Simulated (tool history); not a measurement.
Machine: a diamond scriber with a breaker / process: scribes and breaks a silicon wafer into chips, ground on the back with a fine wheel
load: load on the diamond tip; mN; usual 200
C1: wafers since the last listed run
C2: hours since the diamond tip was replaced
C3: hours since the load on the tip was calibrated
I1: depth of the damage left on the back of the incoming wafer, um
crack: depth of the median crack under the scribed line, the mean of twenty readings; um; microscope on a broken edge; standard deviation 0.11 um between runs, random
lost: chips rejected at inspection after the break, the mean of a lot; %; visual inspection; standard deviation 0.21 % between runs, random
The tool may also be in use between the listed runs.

run 1 hour=0.0 | load=181 | C1=0 C2=628.7 C3=476.2 | I1=2.89 | crack=9.65 lost=6.61
run 2 hour=14.1 | load=181 | C1=38 C2=642.8 C3=490.3 | I1=2.62 | crack=9.62 lost=6.25
run 3 hour=31.1 | load=181 | C1=46 C2=659.8 C3=507.3 | I1=2.51 | crack=9.40 lost=6.04
run 4 hour=47.5 | load=200 | C1=44 C2=676.2 C3=523.7 | I1=2.65 | crack=9.90 lost=4.65
run 5 hour=59.3 | load=200 | C1=32 C2=688.0 C3=535.5 | I1=2.03 | crack=9.92 lost=3.93
run 6 hour=67.3 | load=200 | C1=21 C2=696.0 C3=543.5 | I1=2.24 | crack=9.90 lost=4.29
run 7 hour=81.0 | load=200 | C1=37 C2=709.7 C3=557.2 | I1=2.25 | crack=9.83 lost=3.67
run 8 hour=98.5 | load=200 | C1=47 C2=727.2 C3=574.7 | I1=1.64 | crack=9.67 lost=3.30
run 9 hour=115.3 | load=200 | C1=45 C2=744.0 C3=591.5 | I1=2.89 | crack=9.76 lost=5.08
run 10 hour=126.5 | load=200 | C1=30 C2=755.2 C3=602.7 | I1=2.46 | crack=9.89 lost=4.61
run 11 hour=139.6 | load=200 | C1=35 C2=768.3 C3=615.8 | I1=2.46 | crack=9.74 lost=4.74
run 12 hour=190.4 | load=200 | C1=137 C2=819.1 C3=666.6 | I1=1.89 | crack=9.73 lost=4.30
run 13 hour=198.2 | load=200 | C1=21 C2=826.9 C3=674.4 | I1=2.26 | crack=9.93 lost=4.32
run 14 hour=204.6 | load=213 | C1=17 C2=833.3 C3=680.8 | I1=2.46 | crack=10.05 lost=4.00
run 15 hour=219.9 | load=213 | C1=41 C2=848.6 C3=696.1 | I1=2.84 | crack=10.00 lost=4.82
run 16 hour=236.9 | load=200 | C1=46 C2=865.6 C3=713.1 | I1=1.77 | crack=9.63 lost=3.86
run 17 hour=249.4 | load=228 | C1=33 C2=878.1 C3=725.6 | I1=2.82 | crack=10.10 lost=4.43
run 18 hour=267.0 | load=228 | C1=47 C2=895.7 C3=743.2 | I1=2.86 | crack=10.45 lost=4.11
run 19 hour=275.0 | load=228 | C1=21 C2=903.7 C3=751.2 | I1=2.03 | crack=10.16 lost=2.99
run 20 hour=287.0 | load=200 | C1=32 C2=915.7 C3=763.2 | I1=2.21 | crack=9.62 lost=4.57
run 21 hour=297.0 | load=149 | C1=27 C2=925.7 C3=773.2 | I1=2.61 | crack=8.80 lost=10.91
run 22 hour=306.4 | load=200 | C1=25 C2=935.1 C3=782.6 | I1=1.61 | crack=9.64 lost=3.83
run 23 hour=326.6 | load=200 | C1=54 C2=955.3 C3=802.8 | I1=1.55 | crack=9.47 lost=3.75
run 24 hour=339.2 | load=225 | C1=34 C2=967.9 C3=815.4 | I1=1.55 | crack=10.12 lost=2.83
run 25 hour=347.7 | load=200 | C1=23 C2=976.4 C3=823.9 | I1=2.38 | crack=9.68 lost=5.56
-- hour=354.9 load on the tip recalibrated
run 26 hour=365.3 | load=159 | C1=42 C2=994.0 C3=10.4 | I1=2.52 | crack=8.99 lost=9.38
run 27 hour=375.4 | load=239 | C1=27 C2=1004.1 C3=20.5 | I1=2.69 | crack=10.08 lost=3.98
run 28 hour=384.5 | load=172 | C1=24 C2=1013.2 C3=29.6 | I1=2.34 | crack=9.17 lost=8.54
-- hour=391.1 diamond tip replaced by a new one, of another model than before
run 29 hour=391.7 | load=241 | C1=14 C2=0.6 C3=36.8 | I1=1.94 | crack=11.02 lost=3.19
run 30 hour=398.6 | load=156 | C1=18 C2=7.5 C3=43.7 | I1=2.45 | crack=9.77 lost=4.98
run 31 hour=412.1 | load=200 | C1=36 C2=21.0 C3=57.2 | I1=2.38 | crack=10.27 lost=3.43
run 32 hour=419.7 | load=220 | C1=20 C2=28.6 C3=64.8 | I1=2.26 | crack=10.76 lost=2.97
run 33 hour=431.3 | load=218 | C1=31 C2=40.2 C3=76.4 | I1=2.75 | crack=10.55 lost=4.32
run 34 hour=437.3 | load=217 | C1=16 C2=46.2 C3=82.4 | I1=1.73 | crack=10.42 lost=2.46
run 35 hour=452.8 | load=235 | C1=42 C2=61.7 C3=97.9 | I1=2.23 | crack=10.85 lost=3.21
run 36 hour=465.2 | load=234 | C1=33 C2=74.1 C3=110.3 | I1=2.36 | crack=10.72 lost=4.01
run 37 hour=476.7 | load=172 | C1=31 C2=85.6 C3=121.8 | I1=2.00 | crack=9.88 lost=3.56
run 38 hour=487.9 | load=167 | C1=30 C2=96.8 C3=133.0 | I1=2.95 | crack=9.73 lost=6.28
run 39 hour=501.8 | load=200 | C1=37 C2=110.7 C3=146.9 | I1=2.85 | crack=10.16 lost=4.46

Expected results for the next run?
run 40 hour=516.6 | load=221 | C1=40 C2=125.5 C3=161.7 | I1=1.87 | crack=? lost=?

crack: 10.58 um
lost: 2.75 %
With the hidden condition absent and the run-to-run variation left alone, this run would have shown crack 10.76 um, lost 2.87 %.
